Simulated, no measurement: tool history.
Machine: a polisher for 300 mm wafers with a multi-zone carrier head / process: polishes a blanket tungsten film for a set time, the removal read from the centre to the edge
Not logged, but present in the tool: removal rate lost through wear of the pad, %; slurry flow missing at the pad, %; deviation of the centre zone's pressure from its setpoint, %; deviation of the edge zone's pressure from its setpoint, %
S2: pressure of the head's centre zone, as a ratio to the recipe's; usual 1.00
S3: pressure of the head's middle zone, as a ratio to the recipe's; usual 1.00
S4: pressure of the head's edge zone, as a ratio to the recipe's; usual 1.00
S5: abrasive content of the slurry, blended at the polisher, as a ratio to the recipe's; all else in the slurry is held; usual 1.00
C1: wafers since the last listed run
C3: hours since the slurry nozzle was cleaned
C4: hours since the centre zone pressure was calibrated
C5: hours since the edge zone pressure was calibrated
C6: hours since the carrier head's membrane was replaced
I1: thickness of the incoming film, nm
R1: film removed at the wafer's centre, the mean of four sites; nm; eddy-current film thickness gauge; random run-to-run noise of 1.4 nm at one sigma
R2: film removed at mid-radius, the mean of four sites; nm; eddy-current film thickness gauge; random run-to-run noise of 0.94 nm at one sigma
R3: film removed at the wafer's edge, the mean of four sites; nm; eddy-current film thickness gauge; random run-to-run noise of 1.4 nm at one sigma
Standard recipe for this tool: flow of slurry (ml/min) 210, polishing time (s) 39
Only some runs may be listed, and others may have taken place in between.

run 1 hour=0.0 | flow_of_slurry_(ml/min)=210 S2=1.00 S3=0.97 S4=1.00 S5=0.70 polishing_time_(s)=35 | C1=0 wafers_polished_on_this_pad=168 C3=98.2 C4=199.5 C5=320.0 C6=123.5 | I1=685.2 | R1=114.6 R2=111.0 R3=115.5
run 2 hour=58.9 | flow_of_slurry_(ml/min)=210 S2=1.00 S3=1.04 S4=1.00 S5=1.00 polishing_time_(s)=25 | C1=924 wafers_polished_on_this_pad=1093 C3=157.1 C4=258.4 C5=378.9 C6=182.4 | I1=699.4 | R1=95.2 R2=95.1 R3=97.2
run 3 hour=122.4 | flow_of_slurry_(ml/min)=210 S2=1.00 S3=0.88 S4=1.08 S5=1.00 polishing_time_(s)=45 | C1=996 wafers_polished_on_this_pad=2089 C3=220.6 C4=321.9 C5=442.4 C6=245.9 | I1=686.9 | R1=174.0 R2=159.1 R3=180.8
run 4 hour=147.8 | flow_of_slurry_(ml/min)=210 S2=1.00 S3=1.00 S4=1.00 S5=1.00 polishing_time_(s)=39 | C1=398 wafers_polished_on_this_pad=2488 C3=246.0 C4=347.3 C5=467.8 C6=271.3 | I1=686.7 | R1=148.1 R2=145.7 R3=151.9
run 5 hour=194.9 | flow_of_slurry_(ml/min)=210 S2=1.00 S3=1.00 S4=1.00 S5=0.90 polishing_time_(s)=32 | C1=739 wafers_polished_on_this_pad=3227 C3=293.1 C4=394.4 C5=514.9 C6=318.4 | I1=695.5 | R1=118.9 R2=114.6 R3=118.4
run 6 hour=354.6 | flow_of_slurry_(ml/min)=210 S2=1.00 S3=1.00 S4=1.00 S5=1.00 polishing_time_(s)=39 | C1=2506 wafers_polished_on_this_pad=5734 C3=452.8 C4=554.1 C5=674.6 C6=478.1 | I1=692.8 | R1=152.1 R2=143.1 R3=152.1
run 7 hour=412.9 | flow_of_slurry_(ml/min)=210 S2=1.00 S3=1.00 S4=1.00 S5=1.00 polishing_time_(s)=39 | C1=915 wafers_polished_on_this_pad=6649 C3=511.1 C4=612.4 C5=732.9 C6=536.4 | I1=693.9 | R1=152.4 R2=143.3 R3=147.8
-- hour=416.2 edge zone pressure recalibrated
-- hour=433.6 carrier head's membrane replaced by a new one
run 8 hour=464.3 | flow_of_slurry_(ml/min)=210 S2=1.00 S3=1.00 S4=1.00 S5=1.10 polishing_time_(s)=39 | C1=696 wafers_polished_on_this_pad=7346 C3=562.5 C4=663.8 C5=48.1 C6=30.7 | I1=703.4 | R1=156.9 R2=147.7 R3=158.2
-- hour=496.5 worn pad replaced by a new one
run 9 hour=506.6 | flow_of_slurry_(ml/min)=210 S2=1.08 S3=1.00 S4=1.00 S5=0.90 polishing_time_(s)=44 | C1=601 wafers_polished_on_this_pad=157 C3=604.8 C4=706.1 C5=90.4 C6=73.0 | I1=701.8 | R1=173.6 R2=153.1 R3=160.7
run 10 hour=566.5 | flow_of_slurry_(ml/min)=210 S2=1.00 S3=1.00 S4=1.00 S5=1.00 polishing_time_(s)=39 | C1=940 wafers_polished_on_this_pad=1097 C3=664.7 C4=766.0 C5=150.3 C6=132.9 | I1=687.5 | R1=149.7 R2=141.9 R3=149.3
-- hour=587.2 centre zone pressure recalibrated
run 11 hour=596.4 | flow_of_slurry_(ml/min)=210 S2=1.00 S3=1.00 S4=1.00 S5=1.00 polishing_time_(s)=39 | C1=437 wafers_polished_on_this_pad=1535 C3=694.6 C4=9.2 C5=180.2 C6=162.8 | I1=688.2 | R1=144.1 R2=140.5 R3=145.6
run 12 hour=662.3 | flow_of_slurry_(ml/min)=260 S2=1.00 S3=1.00 S4=1.00 S5=1.00 polishing_time_(s)=39 | C1=1034 wafers_polished_on_this_pad=2570 C3=760.5 C4=75.1 C5=246.1 C6=228.7 | I1=693.6 | R1=148.2 R2=142.5 R3=148.8
-- hour=689.1 slurry nozzle cleaned
run 13 hour=797.4 | flow_of_slurry_(ml/min)=170 S2=1.06 S3=1.00 S4=0.96 S5=0.85 polishing_time_(s)=39 | C1=2104 wafers_polished_on_this_pad=4675 C3=108.3 C4=210.2 C5=381.2 C6=363.8 | I1=697.4 | R1=147.2 R2=132.8 R3=135.9

What will run 14 give?
-- hour=862.9 carrier head's membrane replaced by a new one
run 14 hour=865.5 | flow_of_slurry_(ml/min)=210 S2=1.12 S3=1.00 S4=1.00 S5=1.00 polishing_time_(s)=39 | C1=990 wafers_polished_on_this_pad=5665 C3=176.4 C4=278.3 C5=449.3 C6=2.6 | I1=689.3 | R1=? R2=? R3=?

R1: 172.2 nm
R2: 146.6 nm
R3: 152.0 nm
With no hidden state in the tool, this same run would have given R1 169.5 nm, R2 146.9 nm, R3 152.3 nm.

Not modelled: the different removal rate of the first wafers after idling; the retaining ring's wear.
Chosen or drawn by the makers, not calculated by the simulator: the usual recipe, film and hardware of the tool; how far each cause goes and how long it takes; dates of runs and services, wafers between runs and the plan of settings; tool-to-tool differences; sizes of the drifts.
